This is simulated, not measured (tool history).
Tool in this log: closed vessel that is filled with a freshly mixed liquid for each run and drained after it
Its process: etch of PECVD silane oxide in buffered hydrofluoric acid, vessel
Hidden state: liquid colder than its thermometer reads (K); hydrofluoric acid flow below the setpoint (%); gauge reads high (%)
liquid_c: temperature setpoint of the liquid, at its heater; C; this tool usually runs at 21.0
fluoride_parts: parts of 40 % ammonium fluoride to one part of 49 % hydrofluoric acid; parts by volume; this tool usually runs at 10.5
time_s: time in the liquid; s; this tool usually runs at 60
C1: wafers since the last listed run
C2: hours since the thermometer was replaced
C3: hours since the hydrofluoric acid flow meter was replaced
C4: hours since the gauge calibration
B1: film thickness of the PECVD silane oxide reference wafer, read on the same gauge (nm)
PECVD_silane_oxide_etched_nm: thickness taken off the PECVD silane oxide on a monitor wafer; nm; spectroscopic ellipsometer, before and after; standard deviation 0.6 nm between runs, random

{"run": 1, "hour": 0.0, "liquid_c": 24.5, "fluoride_parts": 10.5, "time_s": 60, "C1": 0, "C2": 1798.3, "C3": 211.9, "C4": 40.9, "B1": 100.01, "PECVD_silane_oxide_etched_nm": 190.17}
{"run": 2, "hour": 11.2, "liquid_c": 21.0, "fluoride_parts": 9.0, "time_s": 75, "C1": 818, "C2": 1809.5, "C3": 223.1, "C4": 52.1, "B1": 99.98, "PECVD_silane_oxide_etched_nm": 222.34}
{"run": 3, "hour": 23.0, "liquid_c": 21.0, "fluoride_parts": 9.0, "time_s": 75, "C1": 862, "C2": 1821.3, "C3": 234.9, "C4": 63.9, "B1": 100.01, "PECVD_silane_oxide_etched_nm": 222.14}
{"run": 4, "hour": 29.8, "liquid_c": 21.0, "fluoride_parts": 9.0, "time_s": 75, "C1": 496, "C2": 1828.1, "C3": 241.7, "C4": 70.7, "B1": 100.02, "PECVD_silane_oxide_etched_nm": 220.53}
{"run": 5, "hour": 43.5, "liquid_c": 21.0, "fluoride_parts": 10.5, "time_s": 40, "C1": 1000, "C2": 1841.8, "C3": 255.4, "C4": 84.4, "B1": 100.01, "PECVD_silane_oxide_etched_nm": 105.02}
{"run": 6, "hour": 54.3, "liquid_c": 21.0, "fluoride_parts": 10.5, "time_s": 40, "C1": 789, "C2": 1852.6, "C3": 266.2, "C4": 95.2, "B1": 100.01, "PECVD_silane_oxide_etched_nm": 104.47}
{"run": 7, "hour": 62.3, "liquid_c": 21.0, "fluoride_parts": 10.5, "time_s": 40, "C1": 584, "C2": 1860.6, "C3": 274.2, "C4": 103.2, "B1": 100.0, "PECVD_silane_oxide_etched_nm": 104.51}
{"run": 8, "hour": 75.5, "liquid_c": 21.0, "fluoride_parts": 10.5, "time_s": 60, "C1": 964, "C2": 1873.8, "C3": 287.4, "C4": 116.4, "B1": 100.0, "PECVD_silane_oxide_etched_nm": 156.83}
{"run": 9, "hour": 91.9, "liquid_c": 21.0, "fluoride_parts": 10.5, "time_s": 60, "C1": 1198, "C2": 1890.2, "C3": 303.8, "C4": 132.8, "B1": 100.03, "PECVD_silane_oxide_etched_nm": 154.72}
{"run": 10, "hour": 106.0, "liquid_c": 21.0, "fluoride_parts": 10.5, "time_s": 60, "C1": 1030, "C2": 1904.3, "C3": 317.9, "C4": 146.9, "B1": 100.0, "PECVD_silane_oxide_etched_nm": 155.53}
{"hour": 108.6, "done": "thermometer replaced"}
{"run": 11, "hour": 117.1, "liquid_c": 17.5, "fluoride_parts": 10.5, "time_s": 60, "C1": 737, "C2": 8.5, "C3": 329.0, "C4": 158.0, "B1": 100.01, "PECVD_silane_oxide_etched_nm": 127.75}
{"run": 12, "hour": 131.9, "liquid_c": 17.5, "fluoride_parts": 10.5, "time_s": 60, "C1": 1081, "C2": 23.3, "C3": 343.8, "C4": 172.8, "B1": 99.98, "PECVD_silane_oxide_etched_nm": 126.72}
{"run": 13, "hour": 143.6, "liquid_c": 17.5, "fluoride_parts": 10.5, "time_s": 60, "C1": 854, "C2": 35.0, "C3": 355.5, "C4": 184.5, "B1": 100.0, "PECVD_silane_oxide_etched_nm": 127.27}
{"run": 14, "hour": 151.6, "liquid_c": 21.0, "fluoride_parts": 9.5, "time_s": 60, "C1": 584, "C2": 43.0, "C3": 363.5, "C4": 192.5, "B1": 100.01, "PECVD_silane_oxide_etched_nm": 170.55}
{"run": 15, "hour": 158.5, "liquid_c": 22.5, "fluoride_parts": 10.5, "time_s": 80, "C1": 504, "C2": 49.9, "C3": 370.4, "C4": 199.4, "B1": 100.01, "PECVD_silane_oxide_etched_nm": 222.85}
{"hour": 170.8, "done": "gauge calibrated"}
{"run": 16, "hour": 171.9, "liquid_c": 21.0, "fluoride_parts": 10.5, "time_s": 60, "C1": 979, "C2": 63.3, "C3": 383.8, "C4": 1.1, "B1": 100.0, "PECVD_silane_oxide_etched_nm": 155.19}
{"run": 17, "hour": 183.4, "liquid_c": 19.5, "fluoride_parts": 7.0, "time_s": 60, "C1": 840, "C2": 74.8, "C3": 395.3, "C4": 12.6, "B1": 99.97, "PECVD_silane_oxide_etched_nm": 206.03}
{"run": 18, "hour": 194.7, "liquid_c": 18.5, "fluoride_parts": 10.5, "time_s": 60, "C1": 825, "C2": 86.1, "C3": 406.6, "C4": 23.9, "B1": 100.01, "PECVD_silane_oxide_etched_nm": 133.68}
{"run": 19, "hour": 204.6, "liquid_c": 25.0, "fluoride_parts": 12.5, "time_s": 75, "C1": 723, "C2": 96.0, "C3": 416.5, "C4": 33.8, "B1": 99.99, "PECVD_silane_oxide_etched_nm": 201.45}
{"run": 20, "hour": 220.1, "liquid_c": 23.0, "fluoride_parts": 13.5, "time_s": 60, "C1": 1132, "C2": 111.5, "C3": 432.0, "C4": 49.3, "B1": 99.99, "PECVD_silane_oxide_etched_nm": 133.7}
{"run": 21, "hour": 230.9, "liquid_c": 21.0, "fluoride_parts": 10.5, "time_s": 85, "C1": 789, "C2": 122.3, "C3": 442.8, "C4": 60.1, "B1": 100.0, "PECVD_silane_oxide_etched_nm": 217.74}
{"run": 22, "hour": 245.7, "liquid_c": 21.0, "fluoride_parts": 10.5, "time_s": 60, "C1": 1081, "C2": 137.1, "C3": 457.6, "C4": 74.9, "B1": 100.03, "PECVD_silane_oxide_etched_nm": 153.68}
{"hour": 248.3, "done": "hydrofluoric acid flow meter replaced"}
{"run": 23, "hour": 256.6, "liquid_c": 19.5, "fluoride_parts": 13.0, "time_s": 75, "C1": 723, "C2": 148.0, "C3": 8.3, "C4": 85.8, "B1": 99.98, "PECVD_silane_oxide_etched_nm": 150.98}
{"run": 24, "hour": 276.3, "liquid_c": 21.0, "fluoride_parts": 10.5, "time_s": 60, "C1": 1439, "C2": 167.7, "C3": 28.0, "C4": 105.5, "B1": 100.01, "PECVD_silane_oxide_etched_nm": 161.0}
{"run": 25, "hour": 287.0, "liquid_c": 18.0, "fluoride_parts": 10.5, "time_s": 60, "C1": 781, "C2": 178.4, "C3": 38.7, "C4": 116.2, "B1": 100.01, "PECVD_silane_oxide_etched_nm": 135.07}
{"run": 26, "hour": 300.2, "liquid_c": 17.0, "fluoride_parts": 8.0, "time_s": 45, "C1": 964, "C2": 191.6, "C3": 51.9, "C4": 129.4, "B1": 99.99, "PECVD_silane_oxide_etched_nm": 122.42}
{"run": 27, "hour": 306.7, "liquid_c": 21.0, "fluoride_parts": 14.5, "time_s": 85, "C1": 474, "C2": 198.1, "C3": 58.4, "C4": 135.9, "B1": 100.0, "PECVD_silane_oxide_etched_nm": 165.68}
{"run": 28, "hour": 316.0, "liquid_c": 21.0, "fluoride_parts": 10.5, "time_s": 60, "C1": 679, "C2": 207.4, "C3": 67.7, "C4": 145.2, "B1": 100.02, "PECVD_silane_oxide_etched_nm": 160.94}
{"run": 29, "hour": 328.2, "liquid_c": 21.0, "fluoride_parts": 10.5, "time_s": 60, "C1": 891, "C2": 219.6, "C3": 79.9, "C4": 157.4, "B1": 100.02, "PECVD_silane_oxide_etched_nm": 159.18}

What was the tool's hidden state at every run in the log?
liquid colder than its thermometer reads (K): 0 at every run
gauge reads high (%): 0 at every run
H1: hydrofluoric acid flow below the setpoint (%)
run=1 H1=2.85
run=2 H1=3
run=3 H1=3.15
run=4 H1=3.24
run=5 H1=3.42
run=6 H1=3.57
run=7 H1=3.67
run=8 H1=3.85
run=9 H1=4.06
run=10 H1=4.25
run=11 H1=4.4
run=12 H1=4.59
run=13 H1=4.75
run=14 H1=4.85
run=15 H1=4.94
run=16 H1=5.12
run=17 H1=5.27
run=18 H1=5.42
run=19 H1=5.55
run=20 H1=5.76
run=21 H1=5.9
run=22 H1=6.09
run=23 H1=0.523
run=24 H1=0.784
run=25 H1=0.925
run=26 H1=1.1
run=27 H1=1.19
run=28 H1=1.31
run=29 H1=1.47

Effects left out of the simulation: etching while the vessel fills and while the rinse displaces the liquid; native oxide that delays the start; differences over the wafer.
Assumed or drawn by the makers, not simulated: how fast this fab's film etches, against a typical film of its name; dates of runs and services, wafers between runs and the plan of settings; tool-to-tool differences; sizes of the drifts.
